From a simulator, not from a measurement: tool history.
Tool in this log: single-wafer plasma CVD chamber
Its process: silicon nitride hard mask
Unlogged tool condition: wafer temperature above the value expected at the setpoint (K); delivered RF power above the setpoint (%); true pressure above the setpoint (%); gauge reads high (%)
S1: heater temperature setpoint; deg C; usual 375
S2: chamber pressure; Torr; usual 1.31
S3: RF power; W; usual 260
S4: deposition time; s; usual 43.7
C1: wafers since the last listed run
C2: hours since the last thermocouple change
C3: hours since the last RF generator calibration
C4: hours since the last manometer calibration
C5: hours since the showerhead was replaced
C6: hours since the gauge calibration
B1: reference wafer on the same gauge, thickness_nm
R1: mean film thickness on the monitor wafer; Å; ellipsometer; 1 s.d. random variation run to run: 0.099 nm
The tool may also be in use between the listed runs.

run 1 hour=0.0 | S1=375 S2=1.31 S3=260 S4=43.7 | C1=0 C2=460.8 C3=1737.5 C4=2826.0 C5=6098.5 C6=496.2 | B1=43.503 | R1=418.81
run 2 hour=14.8 | S1=375 S2=1.31 S3=260 S4=43.7 | C1=353 C2=475.6 C3=1752.3 C4=2840.8 C5=6113.3 C6=511.0 | B1=43.473 | R1=419.46
run 3 hour=27.9 | S1=375 S2=1.20 S3=260 S4=43.7 | C1=313 C2=488.7 C3=1765.4 C4=2853.9 C5=6126.4 C6=524.1 | B1=43.526 | R1=400.70
run 4 hour=47.4 | S1=375 S2=1.20 S3=260 S4=43.7 | C1=466 C2=508.2 C3=1784.9 C4=2873.4 C5=6145.9 C6=543.6 | B1=43.498 | R1=400.49
run 5 hour=72.4 | S1=375 S2=1.20 S3=260 S4=43.7 | C1=597 C2=533.2 C3=1809.9 C4=2898.4 C5=6170.9 C6=568.6 | B1=43.507 | R1=400.47
run 6 hour=94.2 | S1=375 S2=1.31 S3=260 S4=43.7 | C1=521 C2=555.0 C3=1831.7 C4=2920.2 C5=6192.7 C6=590.4 | B1=43.508 | R1=417.52
run 7 hour=129.3 | S1=375 S2=1.31 S3=260 S4=49.9 | C1=838 C2=590.1 C3=1866.8 C4=2955.3 C5=6227.8 C6=625.5 | B1=43.445 | R1=476.38
-- hour=152.9 gauge calibrated
run 8 hour=205.5 | S1=375 S2=1.31 S3=260 S4=49.9 | C1=1821 C2=666.3 C3=1943.0 C4=3031.5 C5=6304.0 C6=52.6 | B1=43.479 | R1=472.68
-- hour=223.8 capacitance manometer re-zeroed and calibrated
run 9 hour=232.8 | S1=375 S2=1.31 S3=260 S4=49.9 | C1=461 C2=693.6 C3=1970.3 C4=9.0 C5=6331.3 C6=79.9 | B1=43.492 | R1=492.07
run 10 hour=261.8 | S1=371 S2=1.31 S3=260 S4=43.7 | C1=693 C2=722.6 C3=1999.3 C4=38.0 C5=6360.3 C6=108.9 | B1=43.515 | R1=432.02
run 11 hour=276.4 | S1=375 S2=1.31 S3=260 S4=43.7 | C1=348 C2=737.2 C3=2013.9 C4=52.6 C5=6374.9 C6=123.5 | B1=43.525 | R1=429.17
run 12 hour=306.8 | S1=375 S2=1.47 S3=260 S4=43.7 | C1=726 C2=767.6 C3=2044.3 C4=83.0 C5=6405.3 C6=153.9 | B1=43.503 | R1=449.19
run 13 hour=341.4 | S1=375 S2=1.31 S3=260 S4=43.7 | C1=826 C2=802.2 C3=2078.9 C4=117.6 C5=6439.9 C6=188.5 | B1=43.490 | R1=429.42
run 14 hour=371.8 | S1=375 S2=1.31 S3=230 S4=43.7 | C1=726 C2=832.6 C3=2109.3 C4=148.0 C5=6470.3 C6=218.9 | B1=43.500 | R1=378.28
run 15 hour=404.2 | S1=375 S2=1.31 S3=260 S4=43.7 | C1=774 C2=865.0 C3=2141.7 C4=180.4 C5=6502.7 C6=251.3 | B1=43.509 | R1=426.30
-- hour=415.2 showerhead replaced
run 16 hour=424.2 | S1=388 S2=1.40 S3=285 S4=38.7 | C1=286 C2=885.0 C3=2161.7 C4=200.4 C5=9.0 C6=271.3 | B1=43.523 | R1=421.94
-- hour=453.8 RF generator calibrated
run 17 hour=454.3 | S1=375 S2=1.31 S3=260 S4=43.7 | C1=528 C2=915.1 C3=0.5 C4=230.5 C5=39.1 C6=301.4 | B1=43.522 | R1=447.72
run 18 hour=486.7 | S1=375 S2=1.31 S3=210 S4=43.7 | C1=774 C2=947.5 C3=32.9 C4=262.9 C5=71.5 C6=333.8 | B1=43.526 | R1=356.56
run 19 hour=502.1 | S1=367 S2=1.55 S3=260 S4=37.8 | C1=368 C2=962.9 C3=48.3 C4=278.3 C5=86.9 C6=349.2 | B1=43.483 | R1=414.48
-- hour=515.6 thermocouple changed; heater temperature recalibrated
run 20 hour=528.8 | S1=387 S2=1.46 S3=230 S4=35.7 | C1=446 C2=13.2 C3=75.0 C4=305.0 C5=113.6 C6=375.9 | B1=43.519 | R1=334.32
run 21 hour=543.2 | S1=381 S2=1.31 S3=260 S4=43.7 | C1=344 C2=27.6 C3=89.4 C4=319.4 C5=128.0 C6=390.3 | B1=43.483 | R1=445.33
run 22 hour=577.6 | S1=388 S2=1.31 S3=260 S4=43.7 | C1=822 C2=62.0 C3=123.8 C4=353.8 C5=162.4 C6=424.7 | B1=43.442 | R1=443.28
run 23 hour=596.6 | S1=389 S2=1.47 S3=260 S4=43.7 | C1=454 C2=81.0 C3=142.8 C4=372.8 C5=181.4 C6=443.7 | B1=43.481 | R1=467.16
run 24 hour=616.0 | S1=375 S2=1.31 S3=260 S4=43.7 | C1=463 C2=100.4 C3=162.2 C4=392.2 C5=200.8 C6=463.1 | B1=43.442 | R1=447.18
run 25 hour=631.2 | S1=375 S2=1.06 S3=260 S4=43.7 | C1=363 C2=115.6 C3=177.4 C4=407.4 C5=216.0 C6=478.3 | B1=43.538 | R1=401.89
run 26 hour=648.4 | S1=370 S2=1.31 S3=260 S4=37.3 | C1=411 C2=132.8 C3=194.6 C4=424.6 C5=233.2 C6=495.5 | B1=43.534 | R1=381.51
run 27 hour=678.7 | S1=360 S2=1.31 S3=260 S4=43.7 | C1=724 C2=163.1 C3=224.9 C4=454.9 C5=263.5 C6=525.8 | B1=43.480 | R1=448.66
run 28 hour=712.0 | S1=390 S2=1.14 S3=310 S4=50.4 | C1=795 C2=196.4 C3=258.2 C4=488.2 C5=296.8 C6=559.1 | B1=43.522 | R1=561.68

Hidden condition of the tool, last listed run before each entry between runs versus first listed run after:
Logged between run 7 and run 8: gauge calibrated (hour 152.9)
  delivered RF power above the setpoint (%): -3.84 -> -4.14; true pressure above the setpoint (%): -7.87 -> -8.29
  measured minus no-state result, R1: -36.73 -> -39.06 Å
Logged between run 8 and run 9: capacitance manometer re-zeroed and calibrated (hour 223.8)
  delivered RF power above the setpoint (%): -4.14 -> -4.25; true pressure above the setpoint (%): -8.29 -> 0.697
  measured minus no-state result, R1: -39.06 -> -19.81 Å
Logged between run 15 and run 16: showerhead replaced (hour 415.2)
  delivered RF power above the setpoint (%): -4.98 -> -5.06; true pressure above the setpoint (%): 0.668 -> 0.661
  measured minus no-state result, R1: -20.57 -> -19.97 Å
Logged between run 16 and run 17: RF generator calibrated (hour 453.8)
  delivered RF power above the setpoint (%): -5.06 -> -0.626; true pressure above the setpoint (%): 0.661 -> 0.649
  measured minus no-state result, R1: -19.97 -> -1.49 Å
Logged between run 19 and run 20: thermocouple changed; heater temperature recalibrated (hour 515.6)
  delivered RF power above the setpoint (%): -0.628 -> -0.632; true pressure above the setpoint (%): 0.626 -> 0.612
  measured minus no-state result, R1: -1.52 -> -1.35 Å

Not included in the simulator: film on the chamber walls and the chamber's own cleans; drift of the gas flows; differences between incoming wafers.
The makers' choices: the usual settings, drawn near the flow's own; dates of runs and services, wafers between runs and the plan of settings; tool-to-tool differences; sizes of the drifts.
